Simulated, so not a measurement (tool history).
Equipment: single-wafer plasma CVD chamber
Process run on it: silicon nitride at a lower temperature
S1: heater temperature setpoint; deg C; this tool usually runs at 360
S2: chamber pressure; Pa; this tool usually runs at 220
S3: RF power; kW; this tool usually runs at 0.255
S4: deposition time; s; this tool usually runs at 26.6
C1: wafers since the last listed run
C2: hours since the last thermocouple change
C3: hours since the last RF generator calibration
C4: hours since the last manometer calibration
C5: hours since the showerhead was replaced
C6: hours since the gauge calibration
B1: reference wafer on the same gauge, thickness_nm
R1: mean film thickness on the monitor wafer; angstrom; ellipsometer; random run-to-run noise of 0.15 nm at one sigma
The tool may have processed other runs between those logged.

run 1 hour=0.0 | S1=360 S2=220 S3=0.290 S4=26.6 | C1=0 C2=1436.4 C3=1626.8 C4=2473.7 C5=5235.9 C6=312.1 | B1=24.738 | R1=295.65
run 2 hour=69.1 | S1=356 S2=220 S3=0.255 S4=26.6 | C1=1305 C2=1505.5 C3=1695.9 C4=2542.8 C5=5305.0 C6=381.2 | B1=24.701 | R1=269.82
run 3 hour=160.4 | S1=356 S2=220 S3=0.255 S4=26.6 | C1=1724 C2=1596.8 C3=1787.2 C4=2634.1 C5=5396.3 C6=472.5 | B1=24.686 | R1=268.32
run 4 hour=255.2 | S1=360 S2=220 S3=0.255 S4=26.6 | C1=1790 C2=1691.6 C3=1882.0 C4=2728.9 C5=5491.1 C6=567.3 | B1=24.700 | R1=265.17
run 5 hour=324.9 | S1=360 S2=220 S3=0.255 S4=26.6 | C1=1316 C2=1761.3 C3=1951.7 C4=2798.6 C5=5560.8 C6=637.0 | B1=24.725 | R1=266.26
-- hour=336.0 thermocouple changed; heater temperature recalibrated
run 6 hour=370.4 | S1=360 S2=220 S3=0.255 S4=26.6 | C1=708 C2=34.4 C3=1997.2 C4=2844.1 C5=5606.3 C6=682.5 | B1=24.701 | R1=265.03
-- hour=403.5 RF generator calibrated
run 7 hour=439.6 | S1=360 S2=220 S3=0.255 S4=26.6 | C1=1156 C2=103.6 C3=36.1 C4=2913.3 C5=5675.5 C6=751.7 | B1=24.741 | R1=282.21
run 8 hour=482.5 | S1=360 S2=220 S3=0.255 S4=26.6 | C1=810 C2=146.5 C3=79.0 C4=2956.2 C5=5718.4 C6=794.6 | B1=24.726 | R1=283.24
run 9 hour=549.2 | S1=360 S2=220 S3=0.255 S4=29.6 | C1=1259 C2=213.2 C3=145.7 C4=3022.9 C5=5785.1 C6=861.3 | B1=24.669 | R1=312.38
run 10 hour=586.1 | S1=360 S2=220 S3=0.255 S4=26.6 | C1=697 C2=250.1 C3=182.6 C4=3059.8 C5=5822.0 C6=898.2 | B1=24.726 | R1=280.91
-- hour=639.4 showerhead replaced, of another model than before
run 11 hour=674.1 | S1=365 S2=272 S3=0.285 S4=29.2 | C1=1511 C2=338.1 C3=270.6 C4=3147.8 C5=34.7 C6=986.2 | B1=24.662 | R1=342.40
-- hour=707.5 gauge calibrated
run 12 hour=734.3 | S1=360 S2=220 S3=0.255 S4=26.6 | C1=1137 C2=398.3 C3=330.8 C4=3208.0 C5=94.9 C6=26.8 | B1=24.755 | R1=280.77
-- hour=771.2 capacitance manometer re-zeroed and calibrated
run 13 hour=804.0 | S1=355 S2=267 S3=0.255 S4=23.1 | C1=1165 C2=468.0 C3=400.5 C4=32.8 C5=164.6 C6=96.5 | B1=24.684 | R1=250.35
run 14 hour=868.9 | S1=355 S2=268 S3=0.255 S4=24.5 | C1=1225 C2=532.9 C3=465.4 C4=97.7 C5=229.5 C6=161.4 | B1=24.679 | R1=268.45
run 15 hour=976.8 | S1=373 S2=220 S3=0.295 S4=26.6 | C1=2038 C2=640.8 C3=573.3 C4=205.6 C5=337.4 C6=269.3 | B1=24.692 | R1=302.31
run 16 hour=1072.5 | S1=360 S2=220 S3=0.255 S4=26.6 | C1=1807 C2=736.5 C3=669.0 C4=301.3 C5=433.1 C6=365.0 | B1=24.734 | R1=280.16

Each run again, without the hidden state but with its own random variation kept:
The hidden state here: wafer temperature above the value expected at the setpoint (K); delivered RF power above the setpoint (%); true pressure above the setpoint (%); gauge reads high (%).
run=1 R1=311.41
run=2 R1=285.28
run=3 R1=284.47
run=4 R1=281.93
run=5 R1=283.67
run=6 R1=282.76
run=7 R1=283.21
run=8 R1=284.58
run=9 R1=314.44
run=10 R1=283.06
run=11 R1=344.75
run=12 R1=283.10
run=13 R1=252.77
run=14 R1=271.40
run=15 R1=306.15
run=16 R1=284.38
